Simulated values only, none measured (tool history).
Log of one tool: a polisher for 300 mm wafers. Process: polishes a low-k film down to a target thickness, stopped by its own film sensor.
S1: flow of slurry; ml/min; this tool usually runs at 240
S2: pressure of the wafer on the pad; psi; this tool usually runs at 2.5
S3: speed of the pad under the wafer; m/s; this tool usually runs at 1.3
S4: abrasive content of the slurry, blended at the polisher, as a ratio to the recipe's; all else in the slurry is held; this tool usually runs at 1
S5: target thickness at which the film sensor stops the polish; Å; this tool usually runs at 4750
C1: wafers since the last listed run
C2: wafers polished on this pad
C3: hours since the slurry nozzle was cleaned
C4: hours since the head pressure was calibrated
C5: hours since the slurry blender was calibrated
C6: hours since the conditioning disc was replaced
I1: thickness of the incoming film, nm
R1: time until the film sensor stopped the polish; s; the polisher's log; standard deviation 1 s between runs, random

| run | hour | S1 | S2 | S3 | S4 | S5 | C1 | C2 | C3 | C4 | C5 | C6 | I1 | R1 |
|---|---|---|---|---|---|---|---|---|---|---|---|---|---|---|
| 1 | 0 | 240 | 2.5 | 1.3 | 1 | 4750 | 0 | 272 | 138.5 | 891.7 | 23.9 | 384.5 | 523.8 | 64.4 |
|  | 7.3 | conditioning disc replaced and pad reconditioned |
| 2 | 12.5 | 240 | 2.5 | 1.3 | 1 | 4750 | 82 | 355 | 151 | 904.2 | 36.4 | 5.2 | 518.7 | 57.9 |
| 3 | 81.6 | 240 | 2.5 | 1.3 | 1 | 4750 | 544 | 899 | 220.1 | 973.3 | 105.5 | 74.3 | 515.9 | 55 |
|  | 102.1 | worn pad replaced by a new one |
| 4 | 114.4 | 240 | 2.5 | 1.3 | 1 | 4800 | 226 | 97 | 252.9 | 1006.1 | 138.3 | 107.1 | 524.2 | 59.1 |
| 5 | 127.2 | 240 | 2.5 | 1.3 | 1 | 4750 | 100 | 198 | 265.7 | 1018.9 | 151.1 | 119.9 | 517.2 | 57.2 |
| 6 | 159.2 | 240 | 3.1 | 1.3 | 1.05 | 4750 | 252 | 450 | 297.7 | 1050.9 | 183.1 | 151.9 | 520.6 | 53.6 |
| 7 | 194.6 | 240 | 2.5 | 1.3 | 1 | 4750 | 278 | 729 | 333.1 | 1086.3 | 218.5 | 187.3 | 515.5 | 55.6 |
| 8 | 207.9 | 240 | 2.5 | 1.3 | 1 | 4750 | 104 | 834 | 346.4 | 1099.6 | 231.8 | 200.6 | 525.1 | 69 |
|  | 235.7 | slurry blender recalibrated |
| 9 | 236.2 | 240 | 2.5 | 1.3 | 1.15 | 4750 | 207 | 1041 | 374.7 | 1127.9 | 0.5 | 228.9 | 509.2 | 50.6 |
| 10 | 248.2 | 240 | 2.5 | 1.3 | 1.15 | 4750 | 94 | 1135 | 386.7 | 1139.9 | 12.5 | 240.9 | 519.8 | 67.2 |
|  | 267 | worn pad replaced by a new one |
| 11 | 282.8 | 240 | 2.5 | 1.3 | 1.15 | 4750 | 241 | 124 | 421.3 | 1174.5 | 47.1 | 275.5 | 525.4 | 76.1 |
| 12 | 315.8 | 240 | 2.5 | 1.3 | 1 | 4750 | 260 | 384 | 454.3 | 1207.5 | 80.1 | 308.5 | 525.2 | 82.8 |
|  | 329.1 | slurry nozzle cleaned |
| 13 | 330.5 | 240 | 2.5 | 1.44 | 1 | 4750 | 107 | 492 | 1.4 | 1222.2 | 94.8 | 323.2 | 522.2 | 71.8 |
| 14 | 345.4 | 240 | 2.5 | 1.3 | 1 | 4750 | 117 | 610 | 16.3 | 1237.1 | 109.7 | 338.1 | 512.8 | 60.6 |
|  | 361.6 | conditioning disc replaced and pad reconditioned |
|  | 406.6 | worn pad replaced by a new one |
|  | 416.6 | slurry blender recalibrated, repeated, since the last time left the tool worse |
| 15 | 434.4 | 240 | 2.5 | 1.3 | 1 | 4890 | 638 | 203 | 105.3 | 1326.1 | 17.8 | 72.8 | 518.8 | 38.7 |
| 16 | 455.7 | 240 | 2.5 | 1.3 | 1 | 4750 | 167 | 371 | 126.6 | 1347.4 | 39.1 | 94.1 | 525.8 | 65.4 |
| 17 | 481.3 | 240 | 2.5 | 1.58 | 0.9 | 4610 | 201 | 572 | 152.2 | 1373 | 64.7 | 119.7 | 519.8 | 72.9 |
| 18 | 502.5 | 220 | 2.5 | 1.04 | 1 | 4640 | 167 | 739 | 173.4 | 1394.2 | 85.9 | 140.9 | 520.7 | 87.8 |
|  | 520.1 | head pressure recalibrated |
| 19 | 522.7 | 240 | 2.5 | 1.3 | 1 | 4890 | 143 | 883 | 193.6 | 2.6 | 106.1 | 161.1 | 519.3 | 41.8 |
| 20 | 554.5 | 240 | 3.3 | 0.98 | 1 | 4750 | 250 | 1133 | 225.4 | 34.4 | 137.9 | 192.9 | 520.7 | 59.6 |
|  | 561.1 | worn pad replaced by a new one |
| 21 | 566.9 | 240 | 2.5 | 1.06 | 1 | 4750 | 66 | 45 | 237.8 | 46.8 | 150.3 | 205.3 | 511 | 55.5 |

Run 22 is up next; what results do you expect?
| 22 | 653 | 240 | 2.5 | 1.3 | 1 | 4750 | 678 | 724 | 323.9 | 132.9 | 236.4 | 291.4 | 517 | ? |

{"run 22": {"R1": 59.4}}
Without the tool's hidden state the same run would have given R1 55.8 s.
